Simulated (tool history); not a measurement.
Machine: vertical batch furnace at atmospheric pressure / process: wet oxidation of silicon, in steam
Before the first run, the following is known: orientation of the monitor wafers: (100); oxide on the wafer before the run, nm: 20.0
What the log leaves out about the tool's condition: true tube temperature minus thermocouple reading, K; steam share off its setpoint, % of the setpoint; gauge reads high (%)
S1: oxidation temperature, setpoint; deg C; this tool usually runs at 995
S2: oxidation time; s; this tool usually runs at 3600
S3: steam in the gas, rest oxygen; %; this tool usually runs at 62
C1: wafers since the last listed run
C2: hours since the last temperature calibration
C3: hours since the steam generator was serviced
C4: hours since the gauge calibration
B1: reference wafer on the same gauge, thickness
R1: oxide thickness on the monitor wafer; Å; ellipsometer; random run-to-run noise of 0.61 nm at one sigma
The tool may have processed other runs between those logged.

{"run": 1, "hour": 0.0, "S1": 985, "S2": 3600, "S3": 54, "C1": 0, "C2": 2250.3, "C3": 863.4, "C4": 876.8, "B1": 246.02, "R1": 2300.8}
{"run": 2, "hour": 55.9, "S1": 995, "S2": 3600, "S3": 62, "C1": 787, "C2": 2306.2, "C3": 919.3, "C4": 932.7, "B1": 245.97, "R1": 2751.9}
{"run": 3, "hour": 132.9, "S1": 995, "S2": 3600, "S3": 62, "C1": 1084, "C2": 2383.2, "C3": 996.3, "C4": 1009.7, "B1": 245.91, "R1": 2747.4}
{"run": 4, "hour": 238.5, "S1": 995, "S2": 3600, "S3": 62, "C1": 1486, "C2": 2488.8, "C3": 1101.9, "C4": 1115.3, "B1": 246.09, "R1": 2749.9}
{"run": 5, "hour": 447.9, "S1": 995, "S2": 2160, "S3": 69, "C1": 2948, "C2": 2698.2, "C3": 1311.3, "C4": 1324.7, "B1": 245.91, "R1": 2074.2}
{"run": 6, "hour": 496.2, "S1": 995, "S2": 2160, "S3": 69, "C1": 680, "C2": 2746.5, "C3": 1359.6, "C4": 1373.0, "B1": 245.89, "R1": 2071.5}
{"run": 7, "hour": 573.4, "S1": 995, "S2": 2160, "S3": 69, "C1": 1086, "C2": 2823.7, "C3": 1436.8, "C4": 1450.2, "B1": 245.78, "R1": 2068.3}
{"run": 8, "hour": 641.8, "S1": 995, "S2": 3600, "S3": 62, "C1": 963, "C2": 2892.1, "C3": 1505.2, "C4": 1518.6, "B1": 245.97, "R1": 2737.4}
{"run": 9, "hour": 745.9, "S1": 995, "S2": 3600, "S3": 62, "C1": 1465, "C2": 2996.2, "C3": 1609.3, "C4": 1622.7, "B1": 245.89, "R1": 2746.4}
{"run": 10, "hour": 847.0, "S1": 995, "S2": 3600, "S3": 62, "C1": 1423, "C2": 3097.3, "C3": 1710.4, "C4": 1723.8, "B1": 245.92, "R1": 2737.7}
{"run": 11, "hour": 914.1, "S1": 995, "S2": 3600, "S3": 62, "C1": 944, "C2": 3164.4, "C3": 1777.5, "C4": 1790.9, "B1": 246.2, "R1": 2748.0}
{"hour": 978.2, "done": "gauge calibrated"}
{"run": 12, "hour": 1004.3, "S1": 995, "S2": 3600, "S3": 62, "C1": 1269, "C2": 3254.6, "C3": 1867.7, "C4": 26.1, "B1": 246.03, "R1": 2743.3}
{"run": 13, "hour": 1098.1, "S1": 995, "S2": 3600, "S3": 62, "C1": 1320, "C2": 3348.4, "C3": 1961.5, "C4": 119.9, "B1": 245.99, "R1": 2734.7}
{"run": 14, "hour": 1159.9, "S1": 995, "S2": 3600, "S3": 62, "C1": 870, "C2": 3410.2, "C3": 2023.3, "C4": 181.7, "B1": 246.06, "R1": 2731.9}
{"run": 15, "hour": 1264.8, "S1": 995, "S2": 3600, "S3": 62, "C1": 1476, "C2": 3515.1, "C3": 2128.2, "C4": 286.6, "B1": 245.92, "R1": 2739.4}
{"hour": 1319.3, "done": "steam generator serviced"}
{"run": 16, "hour": 1320.7, "S1": 995, "S2": 3600, "S3": 62, "C1": 449, "C2": 3571.0, "C3": 1.4, "C4": 342.5, "B1": 245.75, "R1": 2832.0}
{"run": 17, "hour": 1398.5, "S1": 983, "S2": 3600, "S3": 51, "C1": 1095, "C2": 3648.8, "C3": 79.2, "C4": 420.3, "B1": 245.98, "R1": 2226.4}
{"run": 18, "hour": 1435.1, "S1": 976, "S2": 4440, "S3": 56, "C1": 515, "C2": 3685.4, "C3": 115.8, "C4": 456.9, "B1": 245.87, "R1": 2595.6}
{"run": 19, "hour": 1477.1, "S1": 1015, "S2": 2940, "S3": 55, "C1": 591, "C2": 3727.4, "C3": 157.8, "C4": 498.9, "B1": 245.9, "R1": 2619.4}
{"run": 20, "hour": 1538.8, "S1": 1010, "S2": 3600, "S3": 57, "C1": 868, "C2": 3789.1, "C3": 219.5, "C4": 560.6, "B1": 245.64, "R1": 2973.2}
{"run": 21, "hour": 1621.7, "S1": 1010, "S2": 2850, "S3": 55, "C1": 1167, "C2": 3872.0, "C3": 302.4, "C4": 643.5, "B1": 245.96, "R1": 2467.8}
{"run": 22, "hour": 1662.0, "S1": 995, "S2": 2160, "S3": 69, "C1": 567, "C2": 3912.3, "C3": 342.7, "C4": 683.8, "B1": 246.1, "R1": 2115.4}
{"hour": 1732.4, "done": "thermocouples replaced and temperature profile calibrated"}
{"run": 23, "hour": 1765.7, "S1": 1018, "S2": 3600, "S3": 65, "C1": 1122, "C2": 33.3, "C3": 446.4, "C4": 787.5, "B1": 245.8, "R1": 3414.1}
{"run": 24, "hour": 1810.5, "S1": 995, "S2": 3600, "S3": 67, "C1": 630, "C2": 78.1, "C3": 491.2, "C4": 832.3, "B1": 246.12, "R1": 2942.3}
{"run": 25, "hour": 1896.5, "S1": 995, "S2": 3600, "S3": 57, "C1": 1210, "C2": 164.1, "C3": 577.2, "C4": 918.3, "B1": 245.89, "R1": 2628.1}
{"run": 26, "hour": 1935.7, "S1": 995, "S2": 3600, "S3": 62, "C1": 551, "C2": 203.3, "C3": 616.4, "C4": 957.5, "B1": 246.06, "R1": 2781.6}
{"run": 27, "hour": 2017.6, "S1": 1012, "S2": 4290, "S3": 51, "C1": 1153, "C2": 285.2, "C3": 698.3, "C4": 1039.4, "B1": 245.87, "R1": 3118.9}
{"run": 28, "hour": 2066.6, "S1": 1016, "S2": 5190, "S3": 57, "C1": 689, "C2": 334.2, "C3": 747.3, "C4": 1088.4, "B1": 245.9, "R1": 3898.9}
{"run": 29, "hour": 2170.9, "S1": 995, "S2": 3600, "S3": 62, "C1": 1468, "C2": 438.5, "C3": 851.6, "C4": 1192.7, "B1": 246.04, "R1": 2772.3}
{"run": 30, "hour": 2208.1, "S1": 995, "S2": 3600, "S3": 62, "C1": 523, "C2": 475.7, "C3": 888.8, "C4": 1229.9, "B1": 246.14, "R1": 2755.6}
{"run": 31, "hour": 2248.6, "S1": 995, "S2": 4980, "S3": 62, "C1": 570, "C2": 516.2, "C3": 929.3, "C4": 1270.4, "B1": 245.89, "R1": 3454.3}
{"run": 32, "hour": 2318.9, "S1": 1014, "S2": 3600, "S3": 58, "C1": 989, "C2": 586.5, "C3": 999.6, "C4": 1340.7, "B1": 246.1, "R1": 3043.4}

Table of differences, measured result less the result of that run with no hidden state. Run-to-run variation is the same in both. Gauge scatter possibly is not:
run=1 R1=-57.5
run=2 R1=-68.8
run=3 R1=-71.5
run=4 R1=-75.1
run=5 R1=-62.7
run=6 R1=-63.6
run=7 R1=-64.8
run=8 R1=-84.9
run=9 R1=-87.1
run=10 R1=-88.4
run=11 R1=-89.7
run=12 R1=-90.8
run=13 R1=-91.7
run=14 R1=-92.2
run=15 R1=-93.5
run=16 R1=-0.3
run=17 R1=-7.1
run=18 R1=-11.8
run=19 R1=-15.0
run=20 R1=-22.7
run=21 R1=-25.3
run=22 R1=-24.9
run=23 R1=-45.7
run=24 R1=-44.5
run=25 R1=-45.2
run=26 R1=-49.9
run=27 R1=-58.5
run=28 R1=-73.9
run=29 R1=-61.1
run=30 R1=-62.3
run=31 R1=-78.0
run=32 R1=-70.6

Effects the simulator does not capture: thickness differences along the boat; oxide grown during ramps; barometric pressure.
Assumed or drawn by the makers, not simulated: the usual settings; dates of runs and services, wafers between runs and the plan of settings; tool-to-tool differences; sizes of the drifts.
